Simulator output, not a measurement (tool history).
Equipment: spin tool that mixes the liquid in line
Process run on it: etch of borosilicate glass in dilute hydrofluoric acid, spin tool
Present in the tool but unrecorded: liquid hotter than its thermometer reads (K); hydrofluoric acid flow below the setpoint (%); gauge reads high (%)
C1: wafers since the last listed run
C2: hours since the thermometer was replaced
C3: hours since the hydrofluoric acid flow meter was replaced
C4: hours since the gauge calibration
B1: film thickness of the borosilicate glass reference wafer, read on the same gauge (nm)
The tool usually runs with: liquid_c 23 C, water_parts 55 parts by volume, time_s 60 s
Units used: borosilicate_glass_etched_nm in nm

Run 1, hour 0: usual settings; C1 0; C2 425.7; C3 643.1; C4 60.2; B1 49.97. Result: borosilicate_glass_etched_nm 45.76 nm.
Run 2, hour 11.9: usual settings; C1 135; C2 437.6; C3 655; C4 72.1; B1 50. Result: borosilicate_glass_etched_nm 45.32 nm.
Run 3, hour 19.2: usual settings but time_s 40 s; C1 83; C2 444.9; C3 662.3; C4 79.4; B1 49.96. Result: borosilicate_glass_etched_nm 30.43 nm.
Run 4, hour 33.3: usual settings but time_s 40 s; C1 160; C2 459; C3 676.4; C4 93.5; B1 50.05. Result: borosilicate_glass_etched_nm 30.54 nm.
Run 5, hour 39.9: usual settings; C1 75; C2 465.6; C3 683; C4 100.1; B1 49.96. Result: borosilicate_glass_etched_nm 45.46 nm.
Run 6, hour 56.1: usual settings but liquid_c 21.5 C; C1 184; C2 481.8; C3 699.2; C4 116.3; B1 50.01. Result: borosilicate_glass_etched_nm 43.19 nm.
Run 7, hour 69.8: usual settings but liquid_c 21.5 C; C1 155; C2 495.5; C3 712.9; C4 130; B1 50.03. Result: borosilicate_glass_etched_nm 43.08 nm.
Run 8, hour 77.3: usual settings but liquid_c 21.5 C; C1 85; C2 503; C3 720.4; C4 137.5; B1 49.97. Result: borosilicate_glass_etched_nm 43.04 nm.
Run 9, hour 88.4: usual settings but water_parts 40 parts by volume; C1 126; C2 514.1; C3 731.5; C4 148.6; B1 50.03. Result: borosilicate_glass_etched_nm 64.63 nm.
Run 10, hour 94.4: usual settings but water_parts 35 parts by volume; C1 68; C2 520.1; C3 737.5; C4 154.6; B1 50.03. Result: borosilicate_glass_etched_nm 73.74 nm.
Run 11, hour 100.4: usual settings but liquid_c 21 C, water_parts 85 parts by volume; C1 68; C2 526.1; C3 743.5; C4 160.6; B1 50. Result: borosilicate_glass_etched_nm 26.33 nm.
Run 12, hour 109.7: usual settings; C1 105; C2 535.4; C3 752.8; C4 169.9; B1 50.01. Result: borosilicate_glass_etched_nm 46.04 nm.
At hour 121.5: gauge calibrated.
Run 13, hour 124.3: usual settings but water_parts 80 parts by volume; C1 166; C2 550; C3 767.4; C4 2.8; B1 49.97. Result: borosilicate_glass_etched_nm 30.5 nm.
At hour 132.2: hydrofluoric acid flow meter replaced.
Run 14, hour 141.9: usual settings but time_s 45 s; C1 188; C2 567.6; C3 9.7; C4 20.4; B1 49.97. Result: borosilicate_glass_etched_nm 39.49 nm.
At hour 145.8: thermometer replaced.
Run 15, hour 159.5: usual settings but time_s 75 s; C1 188; C2 13.7; C3 27.3; C4 38; B1 49.97. Result: borosilicate_glass_etched_nm 60.19 nm.
Run 16, hour 177.2: usual settings; C1 201; C2 31.4; C3 45; C4 55.7; B1 50.01. Result: borosilicate_glass_etched_nm 47.86 nm.
Run 17, hour 186.8: usual settings but liquid_c 20 C; C1 109; C2 41; C3 54.6; C4 65.3; B1 50.04. Result: borosilicate_glass_etched_nm 42.33 nm.
Run 18, hour 199.3: usual settings; C1 142; C2 53.5; C3 67.1; C4 77.8; B1 50.01. Result: borosilicate_glass_etched_nm 48.4 nm.
Run 19, hour 212.3: usual settings but liquid_c 21.5 C; C1 148; C2 66.5; C3 80.1; C4 90.8; B1 49.93. Result: borosilicate_glass_etched_nm 45.1 nm.

Alternative continuations, all from the tool just after run 19; predict every row:
Run A, hour 212.7: usual settings; C1 4; C2 66.9; C3 80.5; C4 91.2; B1 ?. Result: borosilicate_glass_etched_nm ?.
Run B, hour 212.7: usual settings but liquid_c 27 C, time_s 90 s; C1 4; C2 66.9; C3 80.5; C4 91.2; B1 ?. Result: borosilicate_glass_etched_nm ?.
Run C, hour 212.7: usual settings but liquid_c 18 C; C1 4; C2 66.9; C3 80.5; C4 91.2; B1 ?. Result: borosilicate_glass_etched_nm ?.
Run D, hour 212.7: usual settings but liquid_c 26 C, water_parts 35 parts by volume, time_s 85 s; C1 4; C2 66.9; C3 80.5; C4 91.2; B1 ?. Result: borosilicate_glass_etched_nm ?.

run     B1  borosilicate_glass_etched_nm
  A  49.98                         47.66
  B  49.98                         84.05
  C  49.98                         38.64
  D  49.98                        123.34
Stripped of hidden state, with their random variation kept, the same runs would have yielded:
run  borosilicate_glass_etched_nm
  A                         47.33
  B                         83.54
  C                         38.34
  D                        122.48
